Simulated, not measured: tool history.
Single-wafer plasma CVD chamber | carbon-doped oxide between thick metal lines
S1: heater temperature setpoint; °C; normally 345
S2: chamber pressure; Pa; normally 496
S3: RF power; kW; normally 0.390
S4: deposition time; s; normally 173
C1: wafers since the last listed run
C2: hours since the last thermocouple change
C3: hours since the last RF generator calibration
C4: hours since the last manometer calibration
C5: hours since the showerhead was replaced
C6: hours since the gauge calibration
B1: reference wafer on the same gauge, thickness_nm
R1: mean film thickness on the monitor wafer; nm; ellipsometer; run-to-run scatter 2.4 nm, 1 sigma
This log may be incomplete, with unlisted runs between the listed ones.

run 1 hour=0.0 | S1=345 S2=571 S3=0.390 S4=173 | C1=0 C2=1497.7 C3=519.1 C4=2057.9 C5=2908.9 C6=67.8 | B1=740.036 | R1=720.703
run 2 hour=21.3 | S1=345 S2=571 S3=0.390 S4=173 | C1=195 C2=1519.0 C3=540.4 C4=2079.2 C5=2930.2 C6=89.1 | B1=739.956 | R1=716.841
-- hour=33.2 showerhead replaced
run 3 hour=44.7 | S1=345 S2=571 S3=0.390 S4=173 | C1=141 C2=1542.4 C3=563.8 C4=2102.6 C5=11.5 C6=112.5 | B1=740.160 | R1=719.682
run 4 hour=72.3 | S1=345 S2=496 S3=0.390 S4=173 | C1=253 C2=1570.0 C3=591.4 C4=2130.2 C5=39.1 C6=140.1 | B1=740.115 | R1=698.810
-- hour=83.7 thermocouple changed; heater temperature recalibrated
-- hour=94.9 capacitance manometer re-zeroed and calibrated
run 5 hour=95.4 | S1=345 S2=496 S3=0.390 S4=173 | C1=65 C2=11.7 C3=614.5 C4=0.5 C5=62.2 C6=163.2 | B1=739.710 | R1=714.220
run 6 hour=116.6 | S1=345 S2=496 S3=0.390 S4=173 | C1=194 C2=32.9 C3=635.7 C4=21.7 C5=83.4 C6=184.4 | B1=739.461 | R1=714.115
run 7 hour=148.0 | S1=355 S2=496 S3=0.390 S4=173 | C1=288 C2=64.3 C3=667.1 C4=53.1 C5=114.8 C6=215.8 | B1=740.218 | R1=691.070
run 8 hour=178.7 | S1=358 S2=496 S3=0.390 S4=173 | C1=281 C2=95.0 C3=697.8 C4=83.8 C5=145.5 C6=246.5 | B1=739.711 | R1=687.130
run 9 hour=202.6 | S1=345 S2=409 S3=0.390 S4=173 | C1=219 C2=118.9 C3=721.7 C4=107.7 C5=169.4 C6=270.4 | B1=740.069 | R1=691.730
run 10 hour=263.9 | S1=345 S2=496 S3=0.390 S4=173 | C1=562 C2=180.2 C3=783.0 C4=169.0 C5=230.7 C6=331.7 | B1=740.333 | R1=709.398
run 11 hour=285.7 | S1=345 S2=496 S3=0.425 S4=151 | C1=200 C2=202.0 C3=804.8 C4=190.8 C5=252.5 C6=353.5 | B1=739.984 | R1=650.684
run 12 hour=306.3 | S1=345 S2=496 S3=0.390 S4=173 | C1=189 C2=222.6 C3=825.4 C4=211.4 C5=273.1 C6=374.1 | B1=739.720 | R1=706.409
run 13 hour=324.6 | S1=345 S2=496 S3=0.390 S4=197 | C1=167 C2=240.9 C3=843.7 C4=229.7 C5=291.4 C6=392.4 | B1=740.279 | R1=804.951
run 14 hour=352.2 | S1=345 S2=496 S3=0.390 S4=173 | C1=253 C2=268.5 C3=871.3 C4=257.3 C5=319.0 C6=420.0 | B1=740.139 | R1=704.459
run 15 hour=364.9 | S1=345 S2=496 S3=0.390 S4=173 | C1=116 C2=281.2 C3=884.0 C4=270.0 C5=331.7 C6=432.7 | B1=739.918 | R1=706.740
run 16 hour=379.9 | S1=345 S2=496 S3=0.390 S4=173 | C1=137 C2=296.2 C3=899.0 C4=285.0 C5=346.7 C6=447.7 | B1=740.151 | R1=705.479
run 17 hour=403.2 | S1=338 S2=536 S3=0.390 S4=140 | C1=213 C2=319.5 C3=922.3 C4=308.3 C5=370.0 C6=471.0 | B1=740.281 | R1=590.952
-- hour=413.2 RF generator calibrated
run 18 hour=422.4 | S1=345 S2=496 S3=0.390 S4=173 | C1=102 C2=338.7 C3=9.2 C4=327.5 C5=389.2 C6=490.2 | B1=740.058 | R1=720.849
run 19 hour=457.7 | S1=345 S2=496 S3=0.390 S4=173 | C1=323 C2=374.0 C3=44.5 C4=362.8 C5=424.5 C6=525.5 | B1=739.934 | R1=717.562
run 20 hour=486.0 | S1=345 S2=496 S3=0.390 S4=173 | C1=259 C2=402.3 C3=72.8 C4=391.1 C5=452.8 C6=553.8 | B1=739.848 | R1=717.058
run 21 hour=510.3 | S1=345 S2=496 S3=0.390 S4=173 | C1=222 C2=426.6 C3=97.1 C4=415.4 C5=477.1 C6=578.1 | B1=739.758 | R1=718.509
run 22 hour=527.8 | S1=350 S2=553 S3=0.390 S4=159 | C1=160 C2=444.1 C3=114.6 C4=432.9 C5=494.6 C6=595.6 | B1=740.303 | R1=661.069
run 23 hour=540.5 | S1=345 S2=425 S3=0.390 S4=173 | C1=116 C2=456.8 C3=127.3 C4=445.6 C5=507.3 C6=608.3 | B1=739.782 | R1=693.801
run 24 hour=558.2 | S1=358 S2=395 S3=0.365 S4=204 | C1=162 C2=474.5 C3=145.0 C4=463.3 C5=525.0 C6=626.0 | B1=739.923 | R1=759.797
run 25 hour=573.5 | S1=334 S2=496 S3=0.350 S4=184 | C1=140 C2=489.8 C3=160.3 C4=478.6 C5=540.3 C6=641.3 | B1=740.011 | R1=732.554
run 26 hour=667.4 | S1=338 S2=387 S3=0.390 S4=173 | C1=861 C2=583.7 C3=254.2 C4=572.5 C5=634.2 C6=735.2 | B1=740.094 | R1=702.394
run 27 hour=699.6 | S1=345 S2=496 S3=0.330 S4=150 | C1=295 C2=615.9 C3=286.4 C4=604.7 C5=666.4 C6=767.4 | B1=740.137 | R1=554.149
run 28 hour=731.7 | S1=345 S2=411 S3=0.435 S4=149 | C1=294 C2=648.0 C3=318.5 C4=636.8 C5=698.5 C6=799.5 | B1=740.100 | R1=637.493
run 29 hour=753.3 | S1=345 S2=496 S3=0.370 S4=173 | C1=198 C2=669.6 C3=340.1 C4=658.4 C5=720.1 C6=821.1 | B1=740.199 | R1=682.020

Some steps in R1, run to run, broken into two amounts with sign: the step expected even without the hidden condition (settings, incoming material, random variation), and the rest, left for the hidden condition together with whatever gauge scatter is not in both the measured and the hidden-condition-free result:
The hidden state here: wafer temperature above the value expected at the setpoint (K); delivered RF power above the setpoint (%); true pressure above the setpoint (%); gauge reads high (%).
Run 4 -> 5: thermocouple changed; heater temperature recalibrated, capacitance manometer re-zeroed and calibrated. R1 +15.410 nm: hidden state +9.665, all else +5.745.
Run 17 -> 18: S1 338 -> 345, S2 536 -> 496, S4 140 -> 173, RF generator calibrated. R1 +129.897 nm: hidden state +10.640, all else +119.257.
Run 26 -> 27: S1 338 -> 345, S2 387 -> 496, S3 0.390 -> 0.330, S4 173 -> 150. R1 -148.245 nm: hidden state +3.791, all else -152.036.
